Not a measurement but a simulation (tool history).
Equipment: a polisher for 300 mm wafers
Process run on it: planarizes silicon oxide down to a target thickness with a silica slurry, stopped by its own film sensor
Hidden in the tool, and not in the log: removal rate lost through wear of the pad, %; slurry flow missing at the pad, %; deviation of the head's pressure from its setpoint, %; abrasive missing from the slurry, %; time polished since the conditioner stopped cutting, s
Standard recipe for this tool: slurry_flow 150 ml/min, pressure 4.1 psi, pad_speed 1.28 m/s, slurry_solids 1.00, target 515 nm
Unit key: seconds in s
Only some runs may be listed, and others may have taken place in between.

run	hour	slurry_flow	pressure	pad_speed	slurry_solids	target	wafers since the last listed run	wafers polished on this pad	hours since the slurry nozzle was cleaned	hours since the head pressure was calibrated	hours since the slurry blender was calibrated	hours since the conditioning disc was replaced	incoming thickness of the incoming film, nm	seconds
1	0.0	150	4.1	1.28	1.00	515	0	47	200.1	576.7	95.7	16.0	797.7	91.9
2	74.6	150	4.1	1.28	1.00	515	434	482	274.7	651.3	170.3	90.6	813.9	99.2
3	160.3	150	4.1	1.28	1.00	515	499	982	360.4	737.0	256.0	176.3	791.8	92.1
# hour 202.5: worn pad replaced by a new one
4	245.4	150	5.0	1.28	1.15	515	472	250	445.5	822.1	341.1	261.4	813.8	78.9
# hour 331.4: conditioning disc replaced and pad reconditioned
5	349.0	150	3.0	1.28	1.00	515	592	842	549.1	925.7	444.7	17.6	806.3	131.5
# hour 351.4: head pressure recalibrated
# hour 373.6: slurry blender recalibrated
# hour 394.3: worn pad replaced by a new one
6	442.2	150	3.0	1.28	1.00	515	496	279	642.3	90.8	68.6	110.8	806.5	123.6
# hour 457.3: slurry nozzle cleaned
7	485.3	150	4.1	1.28	1.00	515	245	524	28.0	133.9	111.7	153.9	795.7	93.9
8	550.6	150	4.1	1.28	1.00	515	380	905	93.3	199.2	177.0	219.2	804.9	95.2
# hour 566.2: worn pad replaced by a new one
9	642.8	150	4.1	1.28	1.00	422	514	446	185.5	291.4	269.2	311.4	790.4	124.2
# hour 673.7: conditioning disc replaced and pad reconditioned
10	693.0	150	4.1	1.28	0.85	515	280	727	235.7	341.6	319.4	19.3	809.8	113.4
11	734.4	100	4.1	0.92	1.20	541	241	968	277.1	383.0	360.8	60.7	798.6	106.8
# hour 761.2: worn pad replaced by a new one
12	780.3	120	3.6	1.28	1.00	483	244	111	323.0	428.9	406.7	106.6	799.5	123.6
# hour 783.5: slurry blender recalibrated
13	860.0	150	4.1	1.28	1.00	515	452	564	402.7	508.6	76.5	186.3	798.5	89.6
14	948.3	150	5.3	1.44	1.00	515	514	1079	491.0	596.9	164.8	274.6	787.1	64.0
# hour 990.8: worn pad replaced by a new one
15	1002.4	195	5.5	1.28	1.00	515	292	67	545.1	651.0	218.9	328.7	795.6	68.8

3 ways to go on from here, each from the tool as it stands after run 15. What would each give?
A	1002.9	150	4.1	1.28	1.00	420	2	70	545.6	651.5	219.4	329.2	799.4	?
B	1002.9	180	4.1	1.28	1.20	515	2	70	545.6	651.5	219.4	329.2	799.4	?
C	1002.9	150	4.1	1.28	1.00	578	2	70	545.6	651.5	219.4	329.2	799.4	?

run	seconds
A	121.2
B	79.5
C	70.7
The same runs, with their run-to-run variation unchanged, on a tool lacking any hidden condition would have given:
run	seconds
A	128.5
B	84.6
C	75.0
